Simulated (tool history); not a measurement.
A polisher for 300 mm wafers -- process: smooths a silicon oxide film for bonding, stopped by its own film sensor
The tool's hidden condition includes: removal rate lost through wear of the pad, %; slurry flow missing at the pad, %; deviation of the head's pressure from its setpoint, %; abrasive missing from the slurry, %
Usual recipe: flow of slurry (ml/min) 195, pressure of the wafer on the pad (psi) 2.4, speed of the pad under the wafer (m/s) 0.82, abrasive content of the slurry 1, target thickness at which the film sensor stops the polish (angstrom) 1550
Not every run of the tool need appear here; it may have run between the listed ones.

run     day  flow of slurry (ml/min)  pressure of the wafer on the pad (psi)  speed of the pad under the wafer (m/s)  abrasive content of the slurry  target thickness at which the film sensor stops the polish (angstrom)  wafers since the last listed run  wafers polished on this pad  hours since the slurry nozzle was cleaned  hours since the head pressure was calibrated  hours since the slurry blender was calibrated  incoming thickness of the incoming film, nm  time until the film sensor stopped the polish (s)
  1       0                      195                                     2.4                                    0.82                               1                                                                   1550                                 0                          988                                      627.9                                        1035.6                                          164.6                                        198.9                                               68.4
      2.129  -- slurry nozzle cleaned
  2   3.333                      195                                     2.4                                    0.82                               1                                                                   1550                               899                         1888                                       28.9                                        1115.6                                          244.6                                        200.4                                               67.5
  3   6.296                      195                                     2.4                                    0.82                             1.1                                                                   1550                               809                         2698                                        100                                        1186.7                                          315.7                                        202.2                                               67.3
      6.571  -- slurry blender recalibrated
      8.612  -- worn pad replaced by a new one
  4   9.308                      195                                     2.4                                    0.82                               1                                                                   1550                               755                          190                                      172.3                                          1259                                           65.7                                        203.2                                               69.5
  5  12.033                      195                                     2.4                                    0.82                               1                                                                   1550                               745                          935                                      237.7                                        1324.4                                          131.1                                        201.8                                               69.5
  6   16.25                      195                                     2.4                                    0.82                               1                                                                   1550                              1152                         2087                                      338.9                                        1425.6                                          232.3                                        199.5                                               64.9
     17.125  -- slurry blender recalibrated
     20.171  -- head pressure recalibrated
  7  20.629                      195                                     2.4                                    0.82                            0.95                                                                   1550                              1151                         3239                                        444                                            11                                           84.1                                          202                                               74.3
     21.567  -- worn pad replaced by a new one
  8  22.254                      195                                     2.4                                    0.82                            0.95                                                                   1550                               398                          188                                        483                                            50                                          123.1                                        197.3                                               67.2
  9  25.304                      195                                     2.4                                    0.82                             0.8                                                                   1650                               833                         1021                                      556.2                                         123.2                                          196.3                                        201.2                                               62.2
     28.246  -- slurry blender recalibrated
 10  29.725                      195                                     2.4                                    0.82                             0.8                                                                   1650                              1185                         2207                                      662.3                                         229.3                                           35.5                                        199.4                                               57.7
     30.033  -- slurry nozzle cleaned
 11  33.675                      160                                       3                                    0.82                               1                                                                   1550                              1068                         3276                                       87.4                                         324.1                                          130.3                                        197.5                                               59.6
     34.954  -- worn pad replaced by a new one, of another model than before
 12    35.2                      195                                     2.4                                     0.7                            1.25                                                                   1550                               371                           66                                        124                                         360.7                                          166.9                                        200.6                                               68.4
 13  38.629                      195                                       3                                    0.82                               1                                                                   1550                               937                         1004                                      206.3                                           443                                          249.2                                        197.3                                               57.7
     39.592  -- slurry blender recalibrated
 14  41.929                      195                                     2.4                                    0.82                             0.8                                                                   1650                               879                         1883                                      285.5                                         522.2                                           56.1                                          203                                               64.7
 15  45.446                      195                                     2.4                                    0.82                               1                                                                   1550                               961                         2845                                      369.9                                         606.6                                          140.5                                        197.8                                               66.1
     47.525  -- worn pad replaced by a new one
 16  49.433                      195                                     3.1                                    0.58                               1                                                                   1660                              1044                          521                                      465.6                                         702.3                                          236.2                                        199.7                                               51.2
 17  53.471                      195                                     2.4                                    0.64                               1                                                                   1550                              1103                         1625                                      562.5                                         799.2                                          333.1                                        203.9                                               81.2
     53.646  -- slurry blender recalibrated
 18  55.046                      195                                     2.4                                    0.74                               1                                                                   1640                               407                         2033                                      600.3                                           837                                           33.6                                        197.2                                               53.6
     55.925  -- slurry nozzle cleaned
 19    59.2                      195                                     2.4                                    0.82                            1.15                                                                   1550                              1124                         3157                                       78.6                                         936.7                                          133.3                                        198.4                                               62.6
     61.146  -- worn pad replaced by a new one
 20   61.75                      195                                     2.4                                    0.74                               1                                                                   1550                               651                          165                                      139.8                                         997.9                                          194.5                                        196.1                                               65.5

Describe how what the log doesn't record of the tool's condition differs between the last listed run preceding each entry between runs and the first listed run following it.
From run 1 to run 2: slurry nozzle cleaned (day 2.129)
  deviation of the head's pressure from its setpoint, %: 5.99 -> 6.95
  the result without the hidden state subtracted from the measured one, time until the film sensor stopped the polish (s): -2.7 -> -3.2
From run 3 to run 4: slurry blender recalibrated (day 6.571); worn pad replaced by a new one (day 8.612)
  deviation of the head's pressure from its setpoint, %: 7.87 -> 8.86
  the result without the hidden state subtracted from the measured one, time until the film sensor stopped the polish (s): -3.6 -> -4.1
From run 6 to run 7: slurry blender recalibrated (day 17.125); head pressure recalibrated (day 20.171)
  deviation of the head's pressure from its setpoint, %: 11.4 -> 1.63
  the result without the hidden state subtracted from the measured one, time until the film sensor stopped the polish (s): -5 -> -0.8
From run 7 to run 8: worn pad replaced by a new one (day 21.567)
  deviation of the head's pressure from its setpoint, %: 1.63 -> 1.64
  the result without the hidden state subtracted from the measured one, time until the film sensor stopped the polish (s): -0.8 -> -0.7
From run 9 to run 10: slurry blender recalibrated (day 28.246)
  deviation of the head's pressure from its setpoint, %: 1.71 -> 1.92
  the result without the hidden state subtracted from the measured one, time until the film sensor stopped the polish (s): -0.7 -> -0.7
From run 10 to run 11: slurry nozzle cleaned (day 30.033)
  deviation of the head's pressure from its setpoint, %: 1.92 -> 2.21
  the result without the hidden state subtracted from the measured one, time until the film sensor stopped the polish (s): -0.7 -> -0.9
From run 11 to run 12: worn pad replaced by a new one, of another model than before (day 34.954)
  deviation of the head's pressure from its setpoint, %: 2.21 -> 2.35
  the result without the hidden state subtracted from the measured one, time until the film sensor stopped the polish (s): -0.9 -> -0.9
From run 13 to run 14: slurry blender recalibrated (day 39.592)
  deviation of the head's pressure from its setpoint, %: 2.72 -> 3.15
  the result without the hidden state subtracted from the measured one, time until the film sensor stopped the polish (s): -0.8 -> -1
From run 15 to run 16: worn pad replaced by a new one (day 47.525)
  deviation of the head's pressure from its setpoint, %: 3.68 -> 4.38
  the result without the hidden state subtracted from the measured one, time until the film sensor stopped the polish (s): -1.3 -> -1.2
From run 17 to run 18: slurry blender recalibrated (day 53.646)
  deviation of the head's pressure from its setpoint, %: 5.2 -> 5.54
  the result without the hidden state subtracted from the measured one, time until the film sensor stopped the polish (s): -2.2 -> -1.5
From run 18 to run 19: slurry nozzle cleaned (day 55.925)
  deviation of the head's pressure from its setpoint, %: 5.54 -> 6.53
  the result without the hidden state subtracted from the measured one, time until the film sensor stopped the polish (s): -1.5 -> -2
From run 19 to run 20: worn pad replaced by a new one (day 61.146)
  deviation of the head's pressure from its setpoint, %: 6.53 -> 7.19
  the result without the hidden state subtracted from the measured one, time until the film sensor stopped the polish (s): -2 -> -2.4
